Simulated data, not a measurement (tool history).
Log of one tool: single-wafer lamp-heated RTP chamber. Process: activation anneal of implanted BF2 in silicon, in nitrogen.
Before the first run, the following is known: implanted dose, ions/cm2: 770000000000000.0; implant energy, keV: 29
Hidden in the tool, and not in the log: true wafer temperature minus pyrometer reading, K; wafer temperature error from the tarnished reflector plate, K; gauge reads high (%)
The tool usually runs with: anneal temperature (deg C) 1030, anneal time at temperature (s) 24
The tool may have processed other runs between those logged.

run,day,anneal temperature (deg C),anneal time at temperature (s),wafers since the last listed run,wafers since the last pyrometer calibration,wafers since the reflector plate was cleaned,hours since the gauge calibration,"read-back reference wafer on the same gauge, sheet resistance",sheet resistance of the implanted and annealed layer (ohm/square)
1,0,1030,15,0,2131,2991,1123.6,169.03,173.54
2,2.208,1051,24,1000,3131,3991,1176.6,168.87,163.34
3,3.55,1051,24,607,3739,4599,1208.8,168.99,163.16
4,5.567,1051,24,913,4652,5512,1257.2,168.93,163.75
5,7.321,1030,24,794,5447,6307,1299.3,168.9,168.99
6,9.071,1030,24,792,6240,7100,1341.3,169.05,168.77
# day 9.992: reflector plate cleaned
7,11.754,1030,18,1064,7304,799,1405.7,169.02,171.59
# day 12.25: pyrometer window cleaned and pyrometer calibrated
8,12.833,1030,18,337,263,1137,1431.6,169.05,171.59
9,19.579,1030,24,3055,3318,4192,1593.5,169.03,169.08
10,21.921,1030,24,1060,4379,5253,1649.7,169.12,169.85
11,24.133,1047,24,1002,5381,6255,1702.8,169.13,164.85
12,25.525,1013,30,630,6012,6885,1736.2,168.97,172.93
# day 27.367: reflector plate cleaned
13,27.433,1013,30,713,6725,30,1782,169.02,173.46
# day 27.95: pyrometer window cleaned and pyrometer calibrated
14,28.946,1030,24,534,451,565,1818.3,169.05,168.18
15,30.275,1030,24,602,1053,1167,1850.2,169.13,168.36
16,32.179,1030,24,862,1916,2029,1895.9,168.98,168.78
# day 34.904: gauge calibrated
17,35.533,1003,20,1519,3435,3548,15.1,168.95,182.59
18,37.329,1046,19,813,4249,4362,58.2,168.94,165.94
19,39.625,1048,32,1039,5289,5402,113.3,169.06,161.06
# day 41.562: pyrometer window cleaned and pyrometer calibrated
20,41.583,1030,35,736,9,6138,160.3,169.07,164.87
# day 43.067: reflector plate cleaned
21,49.088,1030,24,3248,3257,2726,340.4,169.11,168.86
22,51.188,1030,16,951,4209,3677,390.8,168.98,171.68
23,53.067,1000,28,851,5060,4529,435.9,169.01,181.14
24,54.746,1059,29,760,5820,5289,476.2,169.01,159.8
25,56.362,1047,24,732,6553,6022,515,169.13,164.59
26,57.708,1002,31,609,7162,6631,547.3,169.05,178.68
# day 58.421: reflector plate cleaned
# day 58.479: pyrometer window cleaned and pyrometer calibrated
27,59.342,1004,19,562,390,390,586.5,168.89,182.38
28,61.796,1016,24,1111,1501,1501,645.4,168.88,174.23
29,63.575,1030,24,805,2307,2307,688.1,169.08,168.59
30,64.762,1030,32,537,2845,2845,716.6,168.9,165.91
31,66.117,1030,24,613,3459,3459,749.1,169.14,168.23
32,68.833,1030,24,1230,4689,4689,814.3,169.08,168.63
33,70.058,1030,33,554,5244,5244,843.7,169.2,165.89
34,71.546,1030,37,673,5918,5918,879.4,169.05,165.29
35,73.704,1030,24,977,6895,6895,931.2,168.9,168.5

Entry by entry between the runs, the difference in hidden state between the last listed run before and the first listed run after:
Runs 6 to 7: reflector plate cleaned (day 9.992)
  no hidden state differs between the two runs
Runs 7 to 8: pyrometer window cleaned and pyrometer calibrated (day 12.25)
  no hidden state differs between the two runs
Runs 12 to 13: reflector plate cleaned (day 27.367)
  no hidden state differs between the two runs
Runs 13 to 14: pyrometer window cleaned and pyrometer calibrated (day 27.95)
  no hidden state differs between the two runs
Runs 16 to 17: gauge calibrated (day 34.904)
  no hidden state differs between the two runs
Runs 19 to 20: pyrometer window cleaned and pyrometer calibrated (day 41.562)
  no hidden state differs between the two runs
Runs 20 to 21: reflector plate cleaned (day 43.067)
  no hidden state differs between the two runs
Runs 26 to 27: reflector plate cleaned (day 58.421); pyrometer window cleaned and pyrometer calibrated (day 58.479)
  no hidden state differs between the two runs
